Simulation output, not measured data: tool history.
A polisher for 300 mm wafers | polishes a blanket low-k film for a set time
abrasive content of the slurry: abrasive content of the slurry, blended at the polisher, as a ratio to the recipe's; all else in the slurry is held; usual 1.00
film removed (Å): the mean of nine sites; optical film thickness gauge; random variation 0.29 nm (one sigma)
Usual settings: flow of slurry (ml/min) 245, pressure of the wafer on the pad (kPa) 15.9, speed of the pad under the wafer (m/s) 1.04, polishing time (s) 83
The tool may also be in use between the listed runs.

run   hour  flow of slurry (ml/min)  pressure of the wafer on the pad (kPa)  speed of the pad under the wafer (m/s)  abrasive content of the slurry  polishing time (s)  wafers since the last listed run  wafers polished on this pad  hours since the slurry nozzle was cleaned  hours since the head pressure was calibrated  hours since the slurry blender was calibrated  hours since the conditioning disc was replaced  incoming thickness of the incoming film, nm  film removed (Å)
  1    0.0                      245                                    15.9                                    1.28                            1.00                  83                                 0                         1656                                      130.6                                         184.4                                          188.1                                            14.5                                        697.2               427
       2.9  -- worn pad replaced by a new one
      42.9  -- slurry blender recalibrated
  2   66.9                      245                                    15.9                                    1.04                            1.00                  83                               739                          739                                      197.5                                         251.3                                           24.0                                            81.4                                        694.6               396
  3  119.8                      245                                    15.9                                    1.04                            1.00                  83                               631                         1371                                      250.4                                         304.2                                           76.9                                           134.3                                        689.5               395
     153.9  -- worn pad replaced by a new one
  4  180.8                      245                                    15.9                                    1.04                            1.00                  83                               680                          321                                      311.4                                         365.2                                          137.9                                           195.3                                        696.4               400
  5  212.6                      245                                    15.9                                    1.04                            1.00                  83                               379                          700                                      343.2                                         397.0                                          169.7                                           227.1                                        685.2               396
  6  269.2                      245                                    15.9                                    1.04                            1.00                  83                               675                         1376                                      399.8                                         453.6                                          226.3                                           283.7                                        703.4               391
     277.9  -- slurry blender recalibrated
     301.6  -- worn pad replaced by a new one
  7  309.4                      245                                    15.9                                    1.04                            1.00                  83                               408                           93                                      440.0                                         493.8                                           31.5                                           323.9                                        702.8               406
     331.5  -- conditioning disc replaced and pad reconditioned
     392.6  -- head pressure recalibrated
     401.4  -- slurry nozzle cleaned
  8  413.9                      245                                    15.9                                    1.04                            1.00                  83                              1187                         1281                                       12.5                                          21.3                                          136.0                                            82.4                                        696.0               389
     461.6  -- worn pad replaced by a new one
  9  483.4                      245                                    15.9                                    1.04                            1.15                  83                               781                          259                                       82.0                                          90.8                                          205.5                                           151.9                                        688.7               426
     505.2  -- slurry blender recalibrated
 10  522.3                      245                                    13.8                                    1.04                            1.00                  83                               440                          700                                      120.9                                         129.7                                           17.1                                           190.8                                        696.9               348
 11  576.4                      245                                    17.9                                    1.04                            1.20                  83                               645                         1346                                      175.0                                         183.8                                           71.2                                           244.9                                        695.8               477
     634.2  -- worn pad replaced by a new one
 12  648.1                      160                                    13.1                                    1.04                            1.00                  83                               808                          165                                      246.7                                         255.5                                          142.9                                           316.6                                        699.5               312
 13  692.6                      205                                    15.9                                    1.04                            0.85                 102                               531                          696                                      291.2                                         300.0                                          187.4                                           361.1                                        702.9               447
     705.2  -- conditioning disc replaced and pad reconditioned
 14  745.4                      285                                    18.6                                    1.16                            1.00                 102                               606                         1303                                      344.0                                         352.8                                          240.2                                            40.2                                        699.3               609
     759.5  -- slurry blender recalibrated
     785.9  -- worn pad replaced by a new one
 15  801.4                      245                                    21.4                                    1.32                            0.85                  83                               596                          184                                      400.0                                         408.8                                           41.9                                            96.2                                        704.6               575

Hidden state at the last listed run before each entry between runs and at the first one after, where it differs:
Between runs 1 and 2: worn pad replaced by a new one (hour 2.9); slurry blender recalibrated (hour 42.9)
  removal rate lost through wear of the pad, %: 4.55 -> 1.14
  measured less the result without the state, film removed (Å): -20 -> -5
Between runs 3 and 4: worn pad replaced by a new one (hour 153.9)
  removal rate lost through wear of the pad, %: 3.02 -> 0.768
  measured less the result without the state, film removed (Å): -13 -> -3
Between runs 6 and 7: slurry blender recalibrated (hour 277.9); worn pad replaced by a new one (hour 301.6)
  removal rate lost through wear of the pad, %: 3.23 -> 0.0707
  measured less the result without the state, film removed (Å): -13 -> +0
Between runs 7 and 8: conditioning disc replaced and pad reconditioned (hour 331.5); head pressure recalibrated (hour 392.6); slurry nozzle cleaned (hour 401.4)
  removal rate lost through wear of the pad, %: 0.0707 -> 2.53
  measured less the result without the state, film removed (Å): +0 -> -10
Between runs 8 and 9: worn pad replaced by a new one (hour 461.6)
  removal rate lost through wear of the pad, %: 2.53 -> 0.131
  measured less the result without the state, film removed (Å): -10 -> +0
Between runs 9 and 10: slurry blender recalibrated (hour 505.2)
  removal rate lost through wear of the pad, %: 0.131 -> 0.759
  measured less the result without the state, film removed (Å): +0 -> -3
Between runs 11 and 12: worn pad replaced by a new one (hour 634.2)
  removal rate lost through wear of the pad, %: 2.62 -> 0.346
  measured less the result without the state, film removed (Å): -13 -> -1
Between runs 13 and 14: conditioning disc replaced and pad reconditioned (hour 705.2)
  removal rate lost through wear of the pad, %: 0.976 -> 2.73
  measured less the result without the state, film removed (Å): -5 -> -17
Between runs 14 and 15: slurry blender recalibrated (hour 759.5); worn pad replaced by a new one (hour 785.9)
  removal rate lost through wear of the pad, %: 2.73 -> 0.183
  measured less the result without the state, film removed (Å): -17 -> -1

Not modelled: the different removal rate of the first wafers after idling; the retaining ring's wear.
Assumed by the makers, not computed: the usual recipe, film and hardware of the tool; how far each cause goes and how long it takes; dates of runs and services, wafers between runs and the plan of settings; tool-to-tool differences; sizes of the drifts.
